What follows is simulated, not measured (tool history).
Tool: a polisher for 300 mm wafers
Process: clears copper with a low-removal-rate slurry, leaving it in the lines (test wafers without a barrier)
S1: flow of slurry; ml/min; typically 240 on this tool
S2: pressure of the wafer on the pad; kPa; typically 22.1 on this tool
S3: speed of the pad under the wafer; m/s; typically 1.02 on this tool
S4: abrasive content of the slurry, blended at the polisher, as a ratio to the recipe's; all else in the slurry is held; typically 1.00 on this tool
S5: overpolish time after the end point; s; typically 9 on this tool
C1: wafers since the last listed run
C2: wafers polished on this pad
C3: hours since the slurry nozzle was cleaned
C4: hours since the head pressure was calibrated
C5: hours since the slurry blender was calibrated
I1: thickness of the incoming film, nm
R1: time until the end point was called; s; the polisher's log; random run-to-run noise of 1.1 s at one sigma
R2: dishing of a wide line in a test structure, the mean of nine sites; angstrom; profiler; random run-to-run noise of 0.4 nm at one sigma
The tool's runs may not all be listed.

run	day	S1	S2	S3	S4	S5	C1	C2	C3	C4	C5	I1	R1	R2
1	0.000	240	16.5	1.02	1.00	9	0	1187	60.1	582.4	159.4	342.3	148.2	153
2	2.525	240	16.5	1.02	1.00	9	472	1660	120.7	643.0	220.0	345.6	146.7	156
# day 2.892: worn pad replaced by a new one
# day 4.300: slurry blender recalibrated
3	5.346	240	22.1	1.02	1.00	9	481	443	188.4	710.7	25.1	342.0	110.1	203
4	8.217	240	22.1	1.02	1.00	9	537	981	257.3	779.6	94.0	340.5	107.8	199
5	11.017	240	22.1	1.02	1.00	9	524	1505	324.5	846.8	161.2	345.3	107.5	196
# day 11.775: worn pad replaced by a new one
6	13.000	240	22.1	1.02	1.00	9	340	229	372.1	894.4	208.8	345.3	109.3	202
# day 13.942: slurry nozzle cleaned
7	14.688	240	22.1	1.02	1.00	9	308	537	17.9	934.9	249.3	342.7	108.1	213
# day 14.833: slurry blender recalibrated
8	17.675	240	22.1	1.02	1.00	9	543	1081	89.6	1006.6	68.2	343.0	105.7	205
# day 18.738: head pressure recalibrated
# day 20.079: worn pad replaced by a new one
9	20.283	240	22.1	1.02	1.00	9	441	38	152.2	37.1	130.8	343.8	117.5	186
10	22.458	240	22.1	1.02	1.00	9	407	445	204.4	89.3	183.0	342.5	117.0	184
11	23.650	240	22.1	1.02	1.00	11	223	668	233.0	117.9	211.6	340.3	115.9	227
12	25.167	290	22.1	1.02	0.75	10	283	952	269.4	154.3	248.0	346.3	120.3	205
# day 25.650: slurry blender recalibrated
13	26.592	240	22.1	0.88	1.00	11	251	1203	303.6	188.5	22.6	343.6	132.0	206
# day 29.171: worn pad replaced by a new one
14	29.542	240	22.1	0.84	1.00	9	521	69	374.4	259.3	93.4	351.1	137.5	172
# day 32.304: slurry nozzle cleaned
15	32.533	240	26.2	1.02	1.00	9	552	621	5.5	331.1	165.2	350.1	98.0	215
16	34.583	240	22.1	1.02	1.00	9	383	1005	54.7	380.3	214.4	344.0	114.8	192
# day 34.904: slurry blender recalibrated
17	36.483	240	28.3	1.14	1.00	11	340	1345	100.3	425.9	37.9	349.6	82.0	312
# day 38.500: worn pad replaced by a new one
18	38.796	320	22.1	1.02	0.80	9	401	55	155.8	481.4	93.4	346.5	116.0	196
19	41.100	240	18.6	1.02	1.00	12	431	486	211.1	536.7	148.7	344.0	131.9	224

Here are 5 independent what-if runs from the current tool condition. What would each one return?
A	41.121	240	22.1	1.02	1.00	9	3	490	211.6	537.2	149.2	346.5	?	?
B	41.121	170	27.6	0.66	1.20	9	3	490	211.6	537.2	149.2	346.5	?	?
C	41.121	240	22.1	0.74	1.00	9	3	490	211.6	537.2	149.2	346.5	?	?
D	41.121	240	22.1	0.80	1.00	11	3	490	211.6	537.2	149.2	346.5	?	?
E	41.121	185	17.9	0.92	0.80	9	3	490	211.6	537.2	149.2	346.5	?	?

run	R1	R2
A	112.1	194
B	128.3	172
C	144.0	154
D	135.7	196
E	160.6	138
Had the tool no hidden state, the same runs would have come out as:
run	R1	R2
A	117.8	185
B	134.9	164
C	151.4	146
D	142.7	187
E	168.9	131

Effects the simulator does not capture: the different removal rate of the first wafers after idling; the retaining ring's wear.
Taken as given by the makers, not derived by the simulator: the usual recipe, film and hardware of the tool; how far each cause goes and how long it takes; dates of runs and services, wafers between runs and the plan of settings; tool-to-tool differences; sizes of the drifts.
